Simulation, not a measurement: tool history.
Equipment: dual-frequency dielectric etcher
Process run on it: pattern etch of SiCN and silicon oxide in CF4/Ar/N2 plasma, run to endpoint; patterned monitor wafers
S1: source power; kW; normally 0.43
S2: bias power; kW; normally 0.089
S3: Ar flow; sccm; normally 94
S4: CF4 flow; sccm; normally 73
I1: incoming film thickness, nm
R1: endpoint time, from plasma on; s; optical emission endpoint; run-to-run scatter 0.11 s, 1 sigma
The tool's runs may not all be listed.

run   hour    S1     S2   S3  S4     I1    R1
  1      0  0.37  0.089   94  73  15.01  21.1
  2   33.9  0.37  0.089   94  73  15.05  21.3
  3   55.9  0.43  0.089   94  73  14.89  18.1
  4   75.4  0.43  0.089   94  73  15.06  18.4
  5  103.2  0.43  0.089   94  73  14.99  18.1
  6  199.1  0.43  0.089   94  73  14.85  18.2
  7  227.3  0.43  0.089   94  73  14.97  18.5
       244  -- CF4 flow controller replaced
  8  244.5  0.43  0.089   94  73  14.84  18.4
  9  267.8  0.43  0.089   94  73  14.97  18.6
     295.8  -- upper electrode replaced
 10  296.3  0.43  0.089   94  73  14.74  18.2
 11  301.2  0.49   0.08  111  67  14.96  17.9
 12  315.4  0.38  0.089   94  79  14.79  20.8
 13  338.3  0.43  0.089   94  73  14.84  18.6
     352.4  -- Ar flow controller replaced
     353.3  -- bias power generator calibrated
 14  359.6  0.43  0.089   94  79   14.9  18.6
     395.3  -- source power generator calibrated
     398.3  -- wet clean of the chamber
 15  398.8  0.35  0.096   84  68   14.8  21.2
 16  404.4  0.37  0.078   94  73  14.83  22.1
 17  431.8   0.4  0.089  115  63  14.95  20.3
 18  512.2  0.43  0.108  107  73  14.83  16.5

How would selected steps in R1 from run to run divide? Give the signed amount a tool lacking its hidden state would still show from settings, what came in and random variation, and the signed amount left for the hidden state, including any gauge scatter that is not in both of the compared results.
What the log doesn't record here: etch rate over this chamber's usual, %; source power that arrives over what is set, %; bias power that arrives over what is set, %; Ar flow that arrives over what is set, %; CF4 flow that arrives over what is set, %.
Run 14 -> 15: S1 0.43 -> 0.35, S2 0.089 -> 0.096, S3 94 -> 84, S4 79 -> 68, source power generator calibrated, wet clean of the chamber. R1 +2.6 s: hidden state -0.7, all else +3.3.
Run 17 -> 18: S1 0.4 -> 0.43, S2 0.089 -> 0.108, S3 115 -> 107, S4 63 -> 73. R1 -3.8 s: hidden state +0.1, all else -3.9.
